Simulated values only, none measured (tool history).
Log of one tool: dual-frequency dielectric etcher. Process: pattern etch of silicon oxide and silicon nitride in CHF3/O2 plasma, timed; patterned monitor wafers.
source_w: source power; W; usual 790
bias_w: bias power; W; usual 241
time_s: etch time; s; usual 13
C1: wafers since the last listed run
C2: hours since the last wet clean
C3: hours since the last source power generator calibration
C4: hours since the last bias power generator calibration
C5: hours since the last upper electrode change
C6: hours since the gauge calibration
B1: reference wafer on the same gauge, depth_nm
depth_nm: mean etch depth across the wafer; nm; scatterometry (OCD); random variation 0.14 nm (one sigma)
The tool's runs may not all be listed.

{"run": 1, "hour": 0.0, "source_w": 790, "bias_w": 221, "time_s": 11.5, "C1": 0, "C2": 198.2, "C3": 3019.2, "C4": 3342.4, "C5": 4306.4, "C6": 164.2, "B1": 24.12, "depth_nm": 19.63}
{"run": 2, "hour": 7.8, "source_w": 790, "bias_w": 221, "time_s": 11.5, "C1": 162, "C2": 206, "C3": 3027, "C4": 3350.2, "C5": 4314.2, "C6": 172, "B1": 24.21, "depth_nm": 19.52}
{"run": 3, "hour": 24.8, "source_w": 790, "bias_w": 221, "time_s": 11.5, "C1": 354, "C2": 223, "C3": 3044, "C4": 3367.2, "C5": 4331.2, "C6": 189, "B1": 24.16, "depth_nm": 19.64}
{"run": 4, "hour": 41.3, "source_w": 790, "bias_w": 241, "time_s": 13, "C1": 344, "C2": 239.5, "C3": 3060.5, "C4": 3383.7, "C5": 4347.7, "C6": 205.5, "B1": 24.2, "depth_nm": 22.47}
{"run": 5, "hour": 51.9, "source_w": 790, "bias_w": 241, "time_s": 13, "C1": 221, "C2": 250.1, "C3": 3071.1, "C4": 3394.3, "C5": 4358.3, "C6": 216.1, "B1": 24.24, "depth_nm": 22.58}
{"run": 6, "hour": 65.2, "source_w": 790, "bias_w": 241, "time_s": 13, "C1": 277, "C2": 263.4, "C3": 3084.4, "C4": 3407.6, "C5": 4371.6, "C6": 229.4, "B1": 24.19, "depth_nm": 22.42}
{"run": 7, "hour": 74.8, "source_w": 790, "bias_w": 241, "time_s": 13, "C1": 200, "C2": 273, "C3": 3094, "C4": 3417.2, "C5": 4381.2, "C6": 239, "B1": 24.17, "depth_nm": 22.74}
{"run": 8, "hour": 83.0, "source_w": 790, "bias_w": 241, "time_s": 13, "C1": 170, "C2": 281.2, "C3": 3102.2, "C4": 3425.4, "C5": 4389.4, "C6": 247.2, "B1": 24.26, "depth_nm": 22.38}
{"run": 9, "hour": 90.3, "source_w": 790, "bias_w": 241, "time_s": 13, "C1": 152, "C2": 288.5, "C3": 3109.5, "C4": 3432.7, "C5": 4396.7, "C6": 254.5, "B1": 24.19, "depth_nm": 22.26}
{"run": 10, "hour": 103.6, "source_w": 790, "bias_w": 241, "time_s": 13, "C1": 277, "C2": 301.8, "C3": 3122.8, "C4": 3446, "C5": 4410, "C6": 267.8, "B1": 24.23, "depth_nm": 22.37}
{"run": 11, "hour": 110.2, "source_w": 790, "bias_w": 241, "time_s": 13, "C1": 137, "C2": 308.4, "C3": 3129.4, "C4": 3452.6, "C5": 4416.6, "C6": 274.4, "B1": 24.14, "depth_nm": 22.34}
{"run": 12, "hour": 122.3, "source_w": 790, "bias_w": 241, "time_s": 13, "C1": 252, "C2": 320.5, "C3": 3141.5, "C4": 3464.7, "C5": 4428.7, "C6": 286.5, "B1": 24.19, "depth_nm": 22.56}
{"run": 13, "hour": 129.2, "source_w": 790, "bias_w": 216, "time_s": 14, "C1": 143, "C2": 327.4, "C3": 3148.4, "C4": 3471.6, "C5": 4435.6, "C6": 293.4, "B1": 24.18, "depth_nm": 23.56}
{"hour": 129.4, "done": "gauge calibrated"}
{"hour": 152.1, "done": "bias power generator calibrated"}
{"hour": 155.7, "done": "source power generator calibrated"}
{"run": 14, "hour": 166.8, "source_w": 790, "bias_w": 266, "time_s": 13, "C1": 626, "C2": 365, "C3": 11.1, "C4": 14.7, "C5": 4473.2, "C6": 37.4, "B1": 24.24, "depth_nm": 22.74}
{"run": 15, "hour": 174.3, "source_w": 790, "bias_w": 210, "time_s": 10.5, "C1": 156, "C2": 372.5, "C3": 18.6, "C4": 22.2, "C5": 4480.7, "C6": 44.9, "B1": 24.21, "depth_nm": 17.27}
{"run": 16, "hour": 190.5, "source_w": 790, "bias_w": 241, "time_s": 13, "C1": 337, "C2": 388.7, "C3": 34.8, "C4": 38.4, "C5": 4496.9, "C6": 61.1, "B1": 24.21, "depth_nm": 21.86}
{"hour": 217.7, "done": "upper electrode replaced, of another model than before"}
{"hour": 220.9, "done": "wet clean of the chamber"}
{"run": 17, "hour": 221.4, "source_w": 890, "bias_w": 210, "time_s": 14.5, "C1": 77, "C2": 0.5, "C3": 65.7, "C4": 69.3, "C5": 3.7, "C6": 92, "B1": 24.23, "depth_nm": 26.09}
{"run": 18, "hour": 221.7, "source_w": 630, "bias_w": 241, "time_s": 13, "C1": 6, "C2": 0.8, "C3": 66, "C4": 69.6, "C5": 4, "C6": 92.3, "B1": 24.22, "depth_nm": 20.62}
{"run": 19, "hour": 228.5, "source_w": 790, "bias_w": 216, "time_s": 14, "C1": 141, "C2": 7.6, "C3": 72.8, "C4": 76.4, "C5": 10.8, "C6": 99.1, "B1": 24.15, "depth_nm": 23.63}
{"run": 20, "hour": 237.4, "source_w": 790, "bias_w": 221, "time_s": 11.5, "C1": 185, "C2": 16.5, "C3": 81.7, "C4": 85.3, "C5": 19.7, "C6": 108, "B1": 24.22, "depth_nm": 19.74}
{"run": 21, "hour": 246.5, "source_w": 850, "bias_w": 241, "time_s": 10.5, "C1": 189, "C2": 25.6, "C3": 90.8, "C4": 94.4, "C5": 28.8, "C6": 117.1, "B1": 24.18, "depth_nm": 19.31}
{"run": 22, "hour": 257.2, "source_w": 890, "bias_w": 210, "time_s": 14.5, "C1": 223, "C2": 36.3, "C3": 101.5, "C4": 105.1, "C5": 39.5, "C6": 127.8, "B1": 24.2, "depth_nm": 25.97}
{"run": 23, "hour": 264.0, "source_w": 600, "bias_w": 267, "time_s": 16, "C1": 141, "C2": 43.1, "C3": 108.3, "C4": 111.9, "C5": 46.3, "C6": 134.6, "B1": 24.18, "depth_nm": 25.63}
{"run": 24, "hour": 270.2, "source_w": 610, "bias_w": 283, "time_s": 13, "C1": 129, "C2": 49.3, "C3": 114.5, "C4": 118.1, "C5": 52.5, "C6": 140.8, "B1": 24.15, "depth_nm": 21.38}
{"run": 25, "hour": 281.9, "source_w": 610, "bias_w": 216, "time_s": 15.5, "C1": 243, "C2": 61, "C3": 126.2, "C4": 129.8, "C5": 64.2, "C6": 152.5, "B1": 24.26, "depth_nm": 22.78}
{"run": 26, "hour": 290.3, "source_w": 650, "bias_w": 214, "time_s": 10.5, "C1": 175, "C2": 69.4, "C3": 134.6, "C4": 138.2, "C5": 72.6, "C6": 160.9, "B1": 24.23, "depth_nm": 16.11}
{"run": 27, "hour": 300.0, "source_w": 850, "bias_w": 260, "time_s": 11, "C1": 202, "C2": 79.1, "C3": 144.3, "C4": 147.9, "C5": 82.3, "C6": 170.6, "B1": 24.18, "depth_nm": 20.48}
{"run": 28, "hour": 311.1, "source_w": 880, "bias_w": 241, "time_s": 11, "C1": 231, "C2": 90.2, "C3": 155.4, "C4": 159, "C5": 93.4, "C6": 181.7, "B1": 24.19, "depth_nm": 20.48}
{"run": 29, "hour": 321.9, "source_w": 900, "bias_w": 222, "time_s": 17, "C1": 225, "C2": 101, "C3": 166.2, "C4": 169.8, "C5": 104.2, "C6": 192.5, "B1": 24.26, "depth_nm": 30.97}
{"run": 30, "hour": 331.4, "source_w": 790, "bias_w": 270, "time_s": 16.5, "C1": 198, "C2": 110.5, "C3": 175.7, "C4": 179.3, "C5": 113.7, "C6": 202, "B1": 24.24, "depth_nm": 29.98}

Hidden state or all else? Some run-to-run changes of depth_nm, split into what the settings, what came in and random variation would give without the hidden state, and what is left for the hidden state (with any gauge scatter that isn't in both results):
The hidden state here: etch rate over this chamber's usual, %; source power that arrives over what is set, %; bias power that arrives over what is set, %; gauge reads high (%).
Run 14 -> 15: bias_w 266 -> 210, time_s 13 -> 10.5. depth_nm -5.47 nm: hidden state +0.21, all else -5.68.
Run 15 -> 16: bias_w 210 -> 241, time_s 10.5 -> 13. depth_nm +4.59 nm: hidden state -0.24, all else +4.83.
Run 16 -> 17: source_w 790 -> 890, bias_w 241 -> 210, time_s 13 -> 14.5, upper electrode replaced, of another model than before, wet clean of the chamber. depth_nm +4.23 nm: hidden state +0.95, all else +3.28.
Run 21 -> 22: source_w 850 -> 890, bias_w 241 -> 210, time_s 10.5 -> 14.5. depth_nm +6.66 nm: hidden state -0.06, all else +6.72.
Run 25 -> 26: source_w 610 -> 650, bias_w 216 -> 214, time_s 15.5 -> 10.5. depth_nm -6.67 nm: hidden state +0.04, all else -6.71.
Run 28 -> 29: source_w 880 -> 900, bias_w 241 -> 222, time_s 11 -> 17. depth_nm +10.49 nm: hidden state -0.16, all else +10.65.
